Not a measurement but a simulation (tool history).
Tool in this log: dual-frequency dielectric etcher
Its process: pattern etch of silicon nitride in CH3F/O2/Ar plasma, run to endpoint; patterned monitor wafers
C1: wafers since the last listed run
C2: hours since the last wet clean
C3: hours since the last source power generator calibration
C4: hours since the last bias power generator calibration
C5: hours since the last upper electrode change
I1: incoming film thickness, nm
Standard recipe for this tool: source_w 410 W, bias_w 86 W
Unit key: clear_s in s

run 1 hour=0.0 | source_w=410 bias_w=86 | C1=0 C2=47.6 C3=2070.1 C4=2160.3 C5=4225.0 | I1=27.11 | clear_s=37.4
run 2 hour=16.8 | source_w=460 bias_w=77 | C1=138 C2=64.4 C3=2086.9 C4=2177.1 C5=4241.8 | I1=27.23 | clear_s=37.5
-- hour=41.4 wet clean of the chamber, repeated, since the last time left the tool worse
run 3 hour=41.9 | source_w=410 bias_w=86 | C1=9 C2=0.5 C3=2112.0 C4=2202.2 C5=4266.9 | I1=27.24 | clear_s=35.5
run 4 hour=42.2 | source_w=360 bias_w=69 | C1=2 C2=0.8 C3=2112.3 C4=2202.5 C5=4267.2 | I1=26.77 | clear_s=38.6
run 5 hour=54.1 | source_w=360 bias_w=69 | C1=98 C2=12.7 C3=2124.2 C4=2214.4 C5=4279.1 | I1=26.98 | clear_s=38.6
-- hour=83.3 upper electrode replaced
run 6 hour=83.8 | source_w=410 bias_w=86 | C1=47 C2=42.4 C3=2153.9 C4=2244.1 C5=0.5 | I1=26.99 | clear_s=35.0
run 7 hour=84.1 | source_w=410 bias_w=86 | C1=2 C2=42.7 C3=2154.2 C4=2244.4 C5=0.8 | I1=26.81 | clear_s=34.8
run 8 hour=89.9 | source_w=410 bias_w=86 | C1=47 C2=48.5 C3=2160.0 C4=2250.2 C5=6.6 | I1=26.92 | clear_s=35.0
run 9 hour=104.3 | source_w=410 bias_w=86 | C1=119 C2=62.9 C3=2174.4 C4=2264.6 C5=21.0 | I1=26.77 | clear_s=34.8
run 10 hour=115.5 | source_w=410 bias_w=86 | C1=92 C2=74.1 C3=2185.6 C4=2275.8 C5=32.2 | I1=27.09 | clear_s=35.7
run 11 hour=122.7 | source_w=460 bias_w=71 | C1=59 C2=81.3 C3=2192.8 C4=2283.0 C5=39.4 | I1=27.00 | clear_s=35.9
run 12 hour=130.0 | source_w=340 bias_w=86 | C1=60 C2=88.6 C3=2200.1 C4=2290.3 C5=46.7 | I1=26.81 | clear_s=37.2
run 13 hour=136.7 | source_w=500 bias_w=95 | C1=55 C2=95.3 C3=2206.8 C4=2297.0 C5=53.4 | I1=27.12 | clear_s=32.7
run 14 hour=145.9 | source_w=410 bias_w=86 | C1=76 C2=104.5 C3=2216.0 C4=2306.2 C5=62.6 | I1=26.57 | clear_s=35.0
run 15 hour=162.8 | source_w=450 bias_w=92 | C1=139 C2=121.4 C3=2232.9 C4=2323.1 C5=79.5 | I1=27.19 | clear_s=34.0
run 16 hour=173.5 | source_w=410 bias_w=86 | C1=88 C2=132.1 C3=2243.6 C4=2333.8 C5=90.2 | I1=26.86 | clear_s=35.6
run 17 hour=190.2 | source_w=410 bias_w=72 | C1=138 C2=148.8 C3=2260.3 C4=2350.5 C5=106.9 | I1=27.12 | clear_s=37.5
-- hour=196.5 bias power generator calibrated
run 18 hour=197.3 | source_w=410 bias_w=86 | C1=25 C2=155.9 C3=2267.4 C4=0.8 C5=114.0 | I1=27.05 | clear_s=35.8
run 19 hour=207.8 | source_w=370 bias_w=76 | C1=86 C2=166.4 C3=2277.9 C4=11.3 C5=124.5 | I1=26.81 | clear_s=38.0
run 20 hour=217.8 | source_w=410 bias_w=67 | C1=82 C2=176.4 C3=2287.9 C4=21.3 C5=134.5 | I1=26.98 | clear_s=37.7
run 21 hour=228.0 | source_w=380 bias_w=106 | C1=84 C2=186.6 C3=2298.1 C4=31.5 C5=144.7 | I1=26.88 | clear_s=34.6
-- hour=241.5 source power generator calibrated
run 22 hour=242.0 | source_w=410 bias_w=86 | C1=82 C2=200.6 C3=0.5 C4=45.5 C5=158.7 | I1=27.11 | clear_s=36.1
run 23 hour=250.8 | source_w=310 bias_w=95 | C1=72 C2=209.4 C3=9.3 C4=54.3 C5=167.5 | I1=26.97 | clear_s=38.0
run 24 hour=266.4 | source_w=510 bias_w=74 | C1=129 C2=225.0 C3=24.9 C4=69.9 C5=183.1 | I1=26.90 | clear_s=35.0
run 25 hour=284.1 | source_w=460 bias_w=102 | C1=146 C2=242.7 C3=42.6 C4=87.6 C5=200.8 | I1=27.23 | clear_s=33.4
run 26 hour=290.7 | source_w=380 bias_w=98 | C1=54 C2=249.3 C3=49.2 C4=94.2 C5=207.4 | I1=27.12 | clear_s=36.0
run 27 hour=302.0 | source_w=410 bias_w=95 | C1=93 C2=260.6 C3=60.5 C4=105.5 C5=218.7 | I1=27.20 | clear_s=35.4
run 28 hour=314.1 | source_w=460 bias_w=96 | C1=100 C2=272.7 C3=72.6 C4=117.6 C5=230.8 | I1=26.78 | clear_s=33.6
run 29 hour=328.3 | source_w=440 bias_w=96 | C1=117 C2=286.9 C3=86.8 C4=131.8 C5=245.0 | I1=26.77 | clear_s=34.1
run 30 hour=340.3 | source_w=450 bias_w=80 | C1=99 C2=298.9 C3=98.8 C4=143.8 C5=257.0 | I1=27.16 | clear_s=36.4
-- hour=373.4 wet clean of the chamber
run 31 hour=373.9 | source_w=480 bias_w=86 | C1=79 C2=0.5 C3=132.4 C4=177.4 C5=290.6 | I1=26.95 | clear_s=33.3
run 32 hour=374.2 | source_w=470 bias_w=95 | C1=2 C2=0.8 C3=132.7 C4=177.7 C5=290.9 | I1=27.12 | clear_s=32.8
run 33 hour=376.1 | source_w=410 bias_w=93 | C1=15 C2=2.7 C3=134.6 C4=179.6 C5=292.8 | I1=26.69 | clear_s=33.9
run 34 hour=383.4 | source_w=410 bias_w=86 | C1=60 C2=10.0 C3=141.9 C4=186.9 C5=300.1 | I1=27.05 | clear_s=35.0
run 35 hour=396.1 | source_w=380 bias_w=104 | C1=105 C2=22.7 C3=154.6 C4=199.6 C5=312.8 | I1=26.76 | clear_s=34.0

Subtracting, for every run, the result it would have given without the tool's unlogged condition from the measured result gives the following. The same run-to-run variation enters both numbers; the gauge's scatter may not:
Hidden conditions of the tool in this case: etch rate over this chamber's usual, %; source power that arrives over what is set, %; bias power that arrives over what is set, %.
run=1 clear_s=+2.3
run=2 clear_s=+2.4
run=3 clear_s=+0.1
run=4 clear_s=+0.1
run=5 clear_s=+0.1
run=6 clear_s=+0.2
run=7 clear_s=+0.3
run=8 clear_s=+0.3
run=9 clear_s=+0.3
run=10 clear_s=+0.4
run=11 clear_s=+0.4
run=12 clear_s=+0.5
run=13 clear_s=+0.5
run=14 clear_s=+0.5
run=15 clear_s=+0.6
run=16 clear_s=+0.6
run=17 clear_s=+0.8
run=18 clear_s=+0.7
run=19 clear_s=+0.9
run=20 clear_s=+0.9
run=21 clear_s=+0.9
run=22 clear_s=+1.0
run=23 clear_s=+1.1
run=24 clear_s=+1.0
run=25 clear_s=+1.0
run=26 clear_s=+1.1
run=27 clear_s=+1.1
run=28 clear_s=+1.2
run=29 clear_s=+1.3
run=30 clear_s=+1.4
run=31 clear_s=-0.1
run=32 clear_s=-0.1
run=33 clear_s=-0.1
run=34 clear_s=-0.1
run=35 clear_s=+0.0
